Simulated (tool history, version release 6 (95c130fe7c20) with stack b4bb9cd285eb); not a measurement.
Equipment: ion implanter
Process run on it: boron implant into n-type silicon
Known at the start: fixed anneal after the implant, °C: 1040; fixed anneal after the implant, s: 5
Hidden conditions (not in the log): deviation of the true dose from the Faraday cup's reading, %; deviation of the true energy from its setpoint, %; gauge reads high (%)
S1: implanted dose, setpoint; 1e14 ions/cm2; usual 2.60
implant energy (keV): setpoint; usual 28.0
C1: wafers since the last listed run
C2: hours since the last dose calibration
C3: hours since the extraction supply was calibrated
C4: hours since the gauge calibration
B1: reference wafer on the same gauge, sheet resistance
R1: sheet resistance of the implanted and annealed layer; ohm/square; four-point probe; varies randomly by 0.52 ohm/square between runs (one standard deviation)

{"run": 1, "day": 0.0, "S1": 2.6, "implant energy (keV)": 28.0, "C1": 0, "C2": 555.8, "C3": 4590.9, "C4": 39.8, "B1": 405.95, "R1": 335.81}
{"run": 2, "day": 0.642, "S1": 2.6, "implant energy (keV)": 28.0, "C1": 385, "C2": 571.2, "C3": 4606.3, "C4": 55.2, "B1": 406.03, "R1": 335.84}
{"run": 3, "day": 1.008, "S1": 2.76, "implant energy (keV)": 34.5, "C1": 220, "C2": 580.0, "C3": 4615.1, "C4": 64.0, "B1": 405.99, "R1": 313.09}
{"run": 4, "day": 1.496, "S1": 2.76, "implant energy (keV)": 34.5, "C1": 292, "C2": 591.7, "C3": 4626.8, "C4": 75.7, "B1": 406.0, "R1": 312.95}
{"run": 5, "day": 2.2, "S1": 2.6, "implant energy (keV)": 24.0, "C1": 423, "C2": 608.6, "C3": 4643.7, "C4": 92.6, "B1": 406.04, "R1": 340.99}
{"run": 6, "day": 2.796, "S1": 2.6, "implant energy (keV)": 28.0, "C1": 357, "C2": 622.9, "C3": 4658.0, "C4": 106.9, "B1": 405.91, "R1": 335.46}
{"run": 7, "day": 3.058, "S1": 2.6, "implant energy (keV)": 28.0, "C1": 157, "C2": 629.2, "C3": 4664.3, "C4": 113.2, "B1": 405.99, "R1": 336.45}
{"run": 8, "day": 3.529, "S1": 2.6, "implant energy (keV)": 28.0, "C1": 282, "C2": 640.5, "C3": 4675.6, "C4": 124.5, "B1": 406.03, "R1": 335.71}
{"run": 9, "day": 3.888, "S1": 2.6, "implant energy (keV)": 28.0, "C1": 215, "C2": 649.1, "C3": 4684.2, "C4": 133.1, "B1": 405.98, "R1": 335.68}
{"run": 10, "day": 4.221, "S1": 2.6, "implant energy (keV)": 28.0, "C1": 200, "C2": 657.1, "C3": 4692.2, "C4": 141.1, "B1": 405.97, "R1": 336.11}
{"run": 11, "day": 4.483, "S1": 2.6, "implant energy (keV)": 28.0, "C1": 157, "C2": 663.4, "C3": 4698.5, "C4": 147.4, "B1": 405.96, "R1": 335.12}
{"run": 12, "day": 4.992, "S1": 2.6, "implant energy (keV)": 34.0, "C1": 305, "C2": 675.6, "C3": 4710.7, "C4": 159.6, "B1": 405.92, "R1": 327.84}
{"run": 13, "day": 6.321, "S1": 2.26, "implant energy (keV)": 30.5, "C1": 798, "C2": 707.5, "C3": 4742.6, "C4": 191.5, "B1": 406.06, "R1": 371.06}
{"day": 6.383, "done": "gauge calibrated"}
{"run": 14, "day": 7.025, "S1": 2.36, "implant energy (keV)": 25.0, "C1": 423, "C2": 724.4, "C3": 4759.5, "C4": 15.4, "B1": 406.07, "R1": 367.23}
{"run": 15, "day": 7.629, "S1": 2.6, "implant energy (keV)": 37.5, "C1": 363, "C2": 738.9, "C3": 4774.0, "C4": 29.9, "B1": 406.05, "R1": 324.31}
{"run": 16, "day": 7.921, "S1": 2.93, "implant energy (keV)": 28.0, "C1": 175, "C2": 745.9, "C3": 4781.0, "C4": 36.9, "B1": 406.05, "R1": 305.21}
{"day": 8.496, "done": "Faraday cup replaced and dose calibrated"}
{"day": 8.55, "done": "extraction supply calibrated"}
{"run": 17, "day": 8.571, "S1": 3.07, "implant energy (keV)": 18.5, "C1": 158, "C2": 1.8, "C3": 0.5, "C4": 52.5, "B1": 406.11, "R1": 316.04}
{"run": 18, "day": 8.808, "S1": 2.13, "implant energy (keV)": 22.5, "C1": 142, "C2": 7.5, "C3": 6.2, "C4": 58.2, "B1": 405.87, "R1": 415.2}
{"run": 19, "day": 9.85, "S1": 2.01, "implant energy (keV)": 20.0, "C1": 625, "C2": 32.5, "C3": 31.2, "C4": 83.2, "B1": 406.02, "R1": 439.33}

Estimate the outcome of run 20 from the log above:
{"run": 20, "day": 10.333, "S1": 3.07, "implant energy (keV)": 18.5, "C1": 290, "C2": 44.1, "C3": 42.8, "C4": 94.8, "B1": "?", "R1": "?"}

B1: 406.00
R1: 314.21 ohm/square
With no hidden state in the tool, this same run would have given R1 317.29 ohm/square.
